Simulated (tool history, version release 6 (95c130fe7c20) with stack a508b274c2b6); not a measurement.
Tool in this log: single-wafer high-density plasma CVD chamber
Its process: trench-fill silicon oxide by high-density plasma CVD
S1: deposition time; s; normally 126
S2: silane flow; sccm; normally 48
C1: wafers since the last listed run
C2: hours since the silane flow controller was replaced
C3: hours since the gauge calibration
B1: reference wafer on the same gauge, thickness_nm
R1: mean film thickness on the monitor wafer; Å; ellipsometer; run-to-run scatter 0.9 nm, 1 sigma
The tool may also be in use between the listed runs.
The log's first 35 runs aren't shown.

run,hour,S1,S2,C1,C2,C3,B1,R1
36,473.3,115,40,95,61.3,61.2,525.025,4595.85
37,483.2,126,45,92,71.2,71.1,524.956,5689.39
38,500.6,126,48,163,88.6,88.5,524.877,6053.29
39,516.5,114,44,149,104.5,104.4,525.003,5025.06
40,523.8,117,48,68,111.8,111.7,525.123,5645.19
41,531.2,146,45,69,119.2,119.1,524.963,6600.62
42,539.1,126,48,74,127.1,127,524.765,6063.86
43,556.5,101,48,163,144.5,144.4,524.863,4857.27

Predict each of these 4 candidate next runs independently; none follows another, all start after run 43:
A,556.9,126,48,3,144.9,144.8,?,?
B,556.9,126,56,3,144.9,144.8,?,?
C,556.9,126,39,3,144.9,144.8,?,?
D,556.9,102,48,3,144.9,144.8,?,?

run,B1,R1
A,524.98,6084.39
B,524.98,7098.46
C,524.98,4943.57
D,524.98,4925.46
Without the tool's unlogged condition, the same runs would have read:
run,R1
A,6032.74
B,7038.2
C,4901.6
D,4883.65

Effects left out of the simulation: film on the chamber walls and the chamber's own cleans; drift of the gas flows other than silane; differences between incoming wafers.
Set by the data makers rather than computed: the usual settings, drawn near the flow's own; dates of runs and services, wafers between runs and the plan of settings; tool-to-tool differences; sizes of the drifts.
